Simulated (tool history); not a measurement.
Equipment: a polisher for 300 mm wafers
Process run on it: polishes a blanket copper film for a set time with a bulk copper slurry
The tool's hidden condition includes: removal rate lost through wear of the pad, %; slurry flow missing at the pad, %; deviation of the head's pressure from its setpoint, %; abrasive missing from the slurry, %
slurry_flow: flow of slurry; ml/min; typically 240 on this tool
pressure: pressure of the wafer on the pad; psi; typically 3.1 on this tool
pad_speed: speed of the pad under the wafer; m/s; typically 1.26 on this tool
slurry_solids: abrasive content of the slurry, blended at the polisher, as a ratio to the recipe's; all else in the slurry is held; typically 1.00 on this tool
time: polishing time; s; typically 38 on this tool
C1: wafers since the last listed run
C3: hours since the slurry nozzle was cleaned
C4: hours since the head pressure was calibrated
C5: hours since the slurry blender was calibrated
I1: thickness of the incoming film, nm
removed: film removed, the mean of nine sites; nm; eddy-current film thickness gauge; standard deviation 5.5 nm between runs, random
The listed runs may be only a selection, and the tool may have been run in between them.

run 1 hour=0.0 | slurry_flow=205 pressure=3.1 pad_speed=1.26 slurry_solids=1.00 time=38 | C1=0 wafers_polished_on_this_pad=546 C3=653.3 C4=597.0 C5=151.3 | I1=2913.8 | removed=436.8
run 2 hour=6.1 | slurry_flow=205 pressure=3.1 pad_speed=1.26 slurry_solids=1.00 time=38 | C1=51 wafers_polished_on_this_pad=597 C3=659.4 C4=603.1 C5=157.4 | I1=2903.5 | removed=444.3
run 3 hour=23.9 | slurry_flow=240 pressure=3.1 pad_speed=1.26 slurry_solids=1.00 time=38 | C1=150 wafers_polished_on_this_pad=748 C3=677.2 C4=620.9 C5=175.2 | I1=2886.9 | removed=444.5
-- hour=33.1 worn pad replaced by a new one
run 4 hour=65.2 | slurry_flow=240 pressure=3.1 pad_speed=1.26 slurry_solids=1.00 time=38 | C1=315 wafers_polished_on_this_pad=271 C3=718.5 C4=662.2 C5=216.5 | I1=2881.4 | removed=450.7
run 5 hour=73.1 | slurry_flow=240 pressure=3.1 pad_speed=1.26 slurry_solids=1.00 time=38 | C1=66 wafers_polished_on_this_pad=338 C3=726.4 C4=670.1 C5=224.4 | I1=2958.0 | removed=440.7
run 6 hour=87.7 | slurry_flow=240 pressure=3.1 pad_speed=1.26 slurry_solids=1.00 time=38 | C1=123 wafers_polished_on_this_pad=461 C3=741.0 C4=684.7 C5=239.0 | I1=2931.6 | removed=449.4
run 7 hour=104.9 | slurry_flow=240 pressure=3.1 pad_speed=1.26 slurry_solids=1.00 time=38 | C1=145 wafers_polished_on_this_pad=607 C3=758.2 C4=701.9 C5=256.2 | I1=2931.8 | removed=454.7
run 8 hour=115.5 | slurry_flow=240 pressure=3.1 pad_speed=1.26 slurry_solids=1.00 time=38 | C1=89 wafers_polished_on_this_pad=696 C3=768.8 C4=712.5 C5=266.8 | I1=2918.4 | removed=437.3
run 9 hour=127.5 | slurry_flow=240 pressure=3.1 pad_speed=1.26 slurry_solids=1.00 time=34 | C1=101 wafers_polished_on_this_pad=798 C3=780.8 C4=724.5 C5=278.8 | I1=2902.9 | removed=400.4
-- hour=133.8 worn pad replaced by a new one
run 10 hour=139.3 | slurry_flow=240 pressure=3.1 pad_speed=1.26 slurry_solids=1.00 time=34 | C1=65 wafers_polished_on_this_pad=46 C3=792.6 C4=736.3 C5=290.6 | I1=2913.1 | removed=398.2
-- hour=145.7 slurry blender recalibrated
-- hour=153.9 head pressure recalibrated
run 11 hour=154.4 | slurry_flow=240 pressure=3.1 pad_speed=1.26 slurry_solids=1.00 time=38 | C1=93 wafers_polished_on_this_pad=140 C3=807.7 C4=0.5 C5=8.7 | I1=2907.6 | removed=486.4
-- hour=156.7 slurry nozzle cleaned
run 12 hour=165.0 | slurry_flow=240 pressure=3.1 pad_speed=1.26 slurry_solids=1.00 time=38 | C1=81 wafers_polished_on_this_pad=221 C3=8.3 C4=11.1 C5=19.3 | I1=2929.1 | removed=484.5
run 13 hour=178.4 | slurry_flow=240 pressure=2.3 pad_speed=0.90 slurry_solids=1.20 time=32 | C1=113 wafers_polished_on_this_pad=334 C3=21.7 C4=24.5 C5=32.7 | I1=2901.1 | removed=240.4
run 14 hour=188.4 | slurry_flow=160 pressure=3.1 pad_speed=1.50 slurry_solids=1.00 time=38 | C1=84 wafers_polished_on_this_pad=419 C3=31.7 C4=34.5 C5=42.7 | I1=2913.0 | removed=537.3
run 15 hour=198.3 | slurry_flow=240 pressure=3.1 pad_speed=1.14 slurry_solids=1.00 time=38 | C1=83 wafers_polished_on_this_pad=503 C3=41.6 C4=44.4 C5=52.6 | I1=2897.0 | removed=448.8
run 16 hour=209.6 | slurry_flow=240 pressure=3.1 pad_speed=1.26 slurry_solids=0.85 time=38 | C1=95 wafers_polished_on_this_pad=598 C3=52.9 C4=55.7 C5=63.9 | I1=2878.7 | removed=468.8
-- hour=228.4 worn pad replaced by a new one
run 17 hour=228.9 | slurry_flow=240 pressure=3.1 pad_speed=1.26 slurry_solids=1.00 time=38 | C1=129 wafers_polished_on_this_pad=4 C3=72.2 C4=75.0 C5=83.2 | I1=2916.3 | removed=486.3
run 18 hour=234.0 | slurry_flow=240 pressure=2.3 pad_speed=1.26 slurry_solids=1.00 time=38 | C1=43 wafers_polished_on_this_pad=47 C3=77.3 C4=80.1 C5=88.3 | I1=2911.2 | removed=363.0
run 19 hour=246.5 | slurry_flow=240 pressure=2.5 pad_speed=1.00 slurry_solids=1.00 time=38 | C1=105 wafers_polished_on_this_pad=153 C3=89.8 C4=92.6 C5=100.8 | I1=2925.1 | removed=325.4
run 20 hour=252.9 | slurry_flow=240 pressure=3.1 pad_speed=1.26 slurry_solids=1.00 time=38 | C1=54 wafers_polished_on_this_pad=207 C3=96.2 C4=99.0 C5=107.2 | I1=2963.3 | removed=495.9
run 21 hour=268.8 | slurry_flow=240 pressure=3.1 pad_speed=1.38 slurry_solids=0.90 time=38 | C1=134 wafers_polished_on_this_pad=342 C3=112.1 C4=114.9 C5=123.1 | I1=2888.1 | removed=522.2
run 22 hour=280.2 | slurry_flow=240 pressure=3.1 pad_speed=1.26 slurry_solids=1.00 time=38 | C1=96 wafers_polished_on_this_pad=438 C3=123.5 C4=126.3 C5=134.5 | I1=2925.1 | removed=489.1
run 23 hour=293.2 | slurry_flow=295 pressure=3.1 pad_speed=1.26 slurry_solids=1.00 time=26 | C1=109 wafers_polished_on_this_pad=548 C3=136.5 C4=139.3 C5=147.5 | I1=2958.1 | removed=328.2
run 24 hour=303.4 | slurry_flow=175 pressure=3.1 pad_speed=0.88 slurry_solids=1.00 time=38 | C1=86 wafers_polished_on_this_pad=634 C3=146.7 C4=149.5 C5=157.7 | I1=2888.0 | removed=345.0
-- hour=324.3 worn pad replaced by a new one
run 25 hour=324.8 | slurry_flow=265 pressure=3.1 pad_speed=1.26 slurry_solids=1.00 time=33 | C1=147 wafers_polished_on_this_pad=4 C3=168.1 C4=170.9 C5=179.1 | I1=2911.3 | removed=425.9
run 26 hour=336.6 | slurry_flow=240 pressure=3.1 pad_speed=1.26 slurry_solids=0.75 time=38 | C1=99 wafers_polished_on_this_pad=103 C3=179.9 C4=182.7 C5=190.9 | I1=2964.5 | removed=450.8
run 27 hour=344.6 | slurry_flow=240 pressure=2.6 pad_speed=1.58 slurry_solids=0.75 time=30 | C1=67 wafers_polished_on_this_pad=171 C3=187.9 C4=190.7 C5=198.9 | I1=2890.3 | removed=356.9
run 28 hour=350.6 | slurry_flow=240 pressure=3.5 pad_speed=0.96 slurry_solids=1.20 time=38 | C1=50 wafers_polished_on_this_pad=222 C3=193.9 C4=196.7 C5=204.9 | I1=2965.9 | removed=454.2
run 29 hour=362.3 | slurry_flow=240 pressure=3.8 pad_speed=1.14 slurry_solids=1.00 time=42 | C1=98 wafers_polished_on_this_pad=321 C3=205.6 C4=208.4 C5=216.6 | I1=2895.2 | removed=590.1
run 30 hour=374.9 | slurry_flow=240 pressure=3.1 pad_speed=1.26 slurry_solids=1.00 time=38 | C1=106 wafers_polished_on_this_pad=427 C3=218.2 C4=221.0 C5=229.2 | I1=2927.0 | removed=487.3

4 options for the next run, each taken on its own from the tool as it stands now. Forecast them:
run A hour=375.3 | slurry_flow=240 pressure=3.5 pad_speed=1.26 slurry_solids=1.00 time=38 | C1=3 wafers_polished_on_this_pad=431 C3=218.6 C4=221.4 C5=229.6 | I1=2899.3 | removed=?
run B hour=375.3 | slurry_flow=240 pressure=3.1 pad_speed=0.98 slurry_solids=1.25 time=38 | C1=3 wafers_polished_on_this_pad=431 C3=218.6 C4=221.4 C5=229.6 | I1=2899.3 | removed=?
run C hour=375.3 | slurry_flow=240 pressure=3.1 pad_speed=1.26 slurry_solids=1.00 time=31 | C1=3 wafers_polished_on_this_pad=431 C3=218.6 C4=221.4 C5=229.6 | I1=2899.3 | removed=?
run D hour=375.3 | slurry_flow=160 pressure=3.1 pad_speed=0.86 slurry_solids=1.00 time=38 | C1=3 wafers_polished_on_this_pad=431 C3=218.6 C4=221.4 C5=229.6 | I1=2899.3 | removed=?

run=A removed=541.7
run=B removed=407.6
run=C removed=391.4
run=D removed=336.8
Take away the tool's hidden state, keep each run's random variation, and the runs would have read:
run=A removed=570.0
run=B removed=429.0
run=C removed=411.9
run=D removed=354.5
